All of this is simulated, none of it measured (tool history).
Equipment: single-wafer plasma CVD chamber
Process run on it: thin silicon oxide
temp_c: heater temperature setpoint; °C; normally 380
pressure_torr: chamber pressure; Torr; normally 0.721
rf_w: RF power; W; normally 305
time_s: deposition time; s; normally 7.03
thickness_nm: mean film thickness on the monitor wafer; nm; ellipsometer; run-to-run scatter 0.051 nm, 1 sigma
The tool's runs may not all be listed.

| run | hour | temp_c | pressure_torr | rf_w | time_s | wafers since the last listed run | hours since the last thermocouple change | hours since the last RF generator calibration | hours since the last manometer calibration | hours since the showerhead was replaced | hours since the gauge calibration | read-back reference wafer on the same gauge, thickness_nm | thickness_nm |
|---|---|---|---|---|---|---|---|---|---|---|---|---|---|
| 1 | 0 | 380 | 0.721 | 305 | 7.03 | 0 | 971.3 | 11.5 | 1652.7 | 4027.1 | 832.1 | 11.405 | 12.102 |
| 2 | 102.7 | 380 | 0.721 | 305 | 7.03 | 3502 | 1074 | 114.2 | 1755.4 | 4129.8 | 934.8 | 11.39 | 12.102 |
|  | 160.1 | gauge calibrated |
| 3 | 208.6 | 380 | 0.843 | 305 | 7.03 | 3611 | 1179.9 | 220.1 | 1861.3 | 4235.7 | 48.5 | 11.388 | 13.921 |
| 4 | 255.3 | 380 | 0.843 | 305 | 7.03 | 1592 | 1226.6 | 266.8 | 1908 | 4282.4 | 95.2 | 11.39 | 13.844 |
| 5 | 361.9 | 380 | 0.774 | 305 | 7.03 | 3635 | 1333.2 | 373.4 | 2014.6 | 4389 | 201.8 | 11.396 | 13 |
| 6 | 419.1 | 380 | 0.721 | 305 | 7.03 | 1950 | 1390.4 | 430.6 | 2071.8 | 4446.2 | 259 | 11.416 | 12.164 |
| 7 | 479.3 | 380 | 0.721 | 305 | 7.03 | 2053 | 1450.6 | 490.8 | 2132 | 4506.4 | 319.2 | 11.402 | 12.254 |
| 8 | 528.2 | 380 | 0.678 | 305 | 7.03 | 1667 | 1499.5 | 539.7 | 2180.9 | 4555.3 | 368.1 | 11.382 | 11.432 |
| 9 | 623.7 | 380 | 0.678 | 305 | 7.03 | 3257 | 1595 | 635.2 | 2276.4 | 4650.8 | 463.6 | 11.397 | 11.606 |
| 10 | 697.4 | 380 | 0.678 | 305 | 7.03 | 2513 | 1668.7 | 708.9 | 2350.1 | 4724.5 | 537.3 | 11.413 | 11.552 |
| 11 | 733.6 | 380 | 0.721 | 305 | 7.03 | 1234 | 1704.9 | 745.1 | 2386.3 | 4760.7 | 573.5 | 11.393 | 12.339 |
|  | 765.7 | showerhead replaced |
|  | 785.9 | thermocouple changed; heater temperature recalibrated |
| 12 | 851.6 | 380 | 0.721 | 335 | 7.03 | 3478 | 65.7 | 863.1 | 2504.3 | 85.9 | 691.5 | 11.397 | 12.759 |
| 13 | 902.3 | 380 | 0.721 | 335 | 6.49 | 1729 | 116.4 | 913.8 | 2555 | 136.6 | 742.2 | 11.398 | 11.659 |
|  | 923.5 | capacitance manometer re-zeroed and calibrated |
|  | 943.9 | RF generator calibrated |
| 14 | 967.4 | 380 | 0.721 | 305 | 7.03 | 1674 | 181.5 | 23.5 | 43.9 | 201.7 | 807.3 | 11.394 | 11.907 |
|  | 1012.8 | gauge calibrated |
| 15 | 1071.5 | 368 | 0.599 | 305 | 7.03 | 3550 | 285.6 | 127.6 | 148 | 305.8 | 58.7 | 11.401 | 9.932 |
| 16 | 1125.4 | 389 | 0.721 | 305 | 7.03 | 1838 | 339.5 | 181.5 | 201.9 | 359.7 | 112.6 | 11.392 | 11.812 |
| 17 | 1208.2 | 394 | 0.721 | 305 | 7.84 | 2824 | 422.3 | 264.3 | 284.7 | 442.5 | 195.4 | 11.395 | 13.121 |
| 18 | 1245.2 | 371 | 0.555 | 255 | 6.11 | 1261 | 459.3 | 301.3 | 321.7 | 479.5 | 232.4 | 11.397 | 7.544 |
| 19 | 1341.6 | 380 | 0.721 | 325 | 7.38 | 3287 | 555.7 | 397.7 | 418.1 | 575.9 | 328.8 | 11.414 | 12.799 |
| 20 | 1425.5 | 380 | 0.721 | 265 | 7.03 | 2861 | 639.6 | 481.6 | 502 | 659.8 | 412.7 | 11.411 | 11.359 |

Predict each of these 3 candidate next runs independently; none follows another, all start after run 20:
| A | 1425.9 | 380 | 0.721 | 305 | 7.03 | 13 | 640 | 482 | 502.4 | 660.2 | 413.1 | ? | ? |
| B | 1425.9 | 380 | 0.836 | 305 | 7.68 | 13 | 640 | 482 | 502.4 | 660.2 | 413.1 | ? | ? |
| C | 1425.9 | 388 | 0.816 | 305 | 7.03 | 13 | 640 | 482 | 502.4 | 660.2 | 413.1 | ? | ? |

| run | read-back reference wafer on the same gauge, thickness_nm | thickness_nm |
|---|---|---|
| A | 11.393 | 11.862 |
| B | 11.393 | 14.793 |
| C | 11.393 | 13.202 |
The same runs, with their run-to-run variation unchanged, on a tool lacking any hidden condition would have given:
| run | thickness_nm |
|---|---|
| A | 11.782 |
| B | 14.711 |
| C | 13.12 |
